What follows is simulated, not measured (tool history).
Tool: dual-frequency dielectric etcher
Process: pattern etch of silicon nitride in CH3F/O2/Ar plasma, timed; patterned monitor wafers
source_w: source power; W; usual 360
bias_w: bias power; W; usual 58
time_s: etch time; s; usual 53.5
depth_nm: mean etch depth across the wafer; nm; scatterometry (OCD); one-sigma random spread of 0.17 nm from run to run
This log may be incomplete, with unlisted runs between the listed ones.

| run | hour | source_w | bias_w | time_s | wafers since the last listed run | hours since the last wet clean | hours since the last source power generator calibration | hours since the last bias power generator calibration | hours since the last upper electrode change | hours since the gauge calibration | read-back reference wafer on the same gauge, depth_nm | depth_nm |
|---|---|---|---|---|---|---|---|---|---|---|---|---|
| 1 | 0 | 290 | 64 | 53.5 | 0 | 237 | 3072.8 | 3950.7 | 3941.8 | 153.5 | 36.19 | 28.12 |
| 2 | 16.9 | 290 | 64 | 53.5 | 284 | 253.9 | 3089.7 | 3967.6 | 3958.7 | 170.4 | 36.2 | 27.89 |
| 3 | 31.8 | 290 | 64 | 53.5 | 251 | 268.8 | 3104.6 | 3982.5 | 3973.6 | 185.3 | 36.15 | 27.77 |
| 4 | 55.5 | 360 | 52 | 53.5 | 399 | 292.5 | 3128.3 | 4006.2 | 3997.3 | 209 | 36.17 | 28.53 |
| 5 | 89.9 | 360 | 52 | 53.5 | 579 | 326.9 | 3162.7 | 4040.6 | 4031.7 | 243.4 | 36.13 | 28 |
| 6 | 117.2 | 360 | 58 | 41 | 460 | 354.2 | 3190 | 4067.9 | 4059 | 270.7 | 36.2 | 22.63 |
|  | 147.9 | wet clean of the chamber |
| 7 | 148.4 | 360 | 58 | 62 | 121 | 0.5 | 3221.2 | 4099.1 | 4090.2 | 301.9 | 36.22 | 35.63 |
| 8 | 165.8 | 360 | 58 | 62 | 293 | 17.9 | 3238.6 | 4116.5 | 4107.6 | 319.3 | 36.19 | 35.61 |
| 9 | 191.1 | 360 | 58 | 62 | 426 | 43.2 | 3263.9 | 4141.8 | 4132.9 | 344.6 | 36.16 | 35.49 |
|  | 195.5 | source power generator calibrated |
| 10 | 259.2 | 360 | 58 | 53.5 | 1080 | 111.3 | 63.7 | 4209.9 | 4201 | 412.7 | 36.15 | 30.42 |
| 11 | 273.8 | 360 | 58 | 53.5 | 246 | 125.9 | 78.3 | 4224.5 | 4215.6 | 427.3 | 36.19 | 30.35 |
| 12 | 309.4 | 360 | 66 | 53.5 | 600 | 161.5 | 113.9 | 4260.1 | 4251.2 | 462.9 | 36.23 | 31.53 |
| 13 | 323 | 410 | 58 | 45.5 | 229 | 175.1 | 127.5 | 4273.7 | 4264.8 | 476.5 | 36.17 | 26.89 |
| 14 | 343.9 | 400 | 58 | 43 | 352 | 196 | 148.4 | 4294.6 | 4285.7 | 497.4 | 36.24 | 25.31 |
| 15 | 369.4 | 400 | 58 | 43 | 429 | 221.5 | 173.9 | 4320.1 | 4311.2 | 522.9 | 36.23 | 25.03 |
| 16 | 382.9 | 360 | 58 | 62 | 227 | 235 | 187.4 | 4333.6 | 4324.7 | 536.4 | 36.19 | 34.56 |
|  | 410.5 | gauge calibrated |
|  | 429.7 | upper electrode replaced |
|  | 461.2 | bias power generator calibrated |
|  | 469.3 | wet clean of the chamber |
| 17 | 482.1 | 360 | 58 | 45.5 | 1063 | 12.8 | 286.6 | 20.9 | 52.4 | 71.6 | 36.16 | 25.87 |
| 18 | 505.4 | 380 | 58 | 66.5 | 392 | 36.1 | 309.9 | 44.2 | 75.7 | 94.9 | 36.21 | 38.58 |
| 19 | 531.2 | 320 | 58 | 48 | 434 | 61.9 | 335.7 | 70 | 101.5 | 120.7 | 36.19 | 25.48 |
| 20 | 545.1 | 430 | 68 | 53.5 | 234 | 75.8 | 349.6 | 83.9 | 115.4 | 134.6 | 36.22 | 34.78 |
| 21 | 570.3 | 340 | 72 | 45 | 424 | 101 | 374.8 | 109.1 | 140.6 | 159.8 | 36.16 | 26.82 |
| 22 | 588 | 360 | 48 | 53.5 | 298 | 118.7 | 392.5 | 126.8 | 158.3 | 177.5 | 36.22 | 28.23 |
| 23 | 601.8 | 360 | 58 | 53.5 | 232 | 132.5 | 406.3 | 140.6 | 172.1 | 191.3 | 36.22 | 30.1 |
| 24 | 622.6 | 400 | 58 | 43 | 350 | 153.3 | 427.1 | 161.4 | 192.9 | 212.1 | 36.24 | 25.26 |

Here are 3 independent what-if runs from the current tool condition. What would each one return?
| A | 623 | 360 | 58 | 53.5 | 6 | 153.7 | 427.5 | 161.8 | 193.3 | 212.5 | ? | ? |
| B | 623 | 440 | 68 | 58 | 6 | 153.7 | 427.5 | 161.8 | 193.3 | 212.5 | ? | ? |
| C | 623 | 420 | 58 | 61.5 | 6 | 153.7 | 427.5 | 161.8 | 193.3 | 212.5 | ? | ? |

| run | read-back reference wafer on the same gauge, depth_nm | depth_nm |
|---|---|---|
| A | 36.17 | 29.81 |
| B | 36.17 | 37.35 |
| C | 36.17 | 36.76 |
Stripped of hidden state, with their random variation kept, the same runs would have yielded:
| run | depth_nm |
|---|---|
| A | 30.55 |
| B | 38.27 |
| C | 37.67 |

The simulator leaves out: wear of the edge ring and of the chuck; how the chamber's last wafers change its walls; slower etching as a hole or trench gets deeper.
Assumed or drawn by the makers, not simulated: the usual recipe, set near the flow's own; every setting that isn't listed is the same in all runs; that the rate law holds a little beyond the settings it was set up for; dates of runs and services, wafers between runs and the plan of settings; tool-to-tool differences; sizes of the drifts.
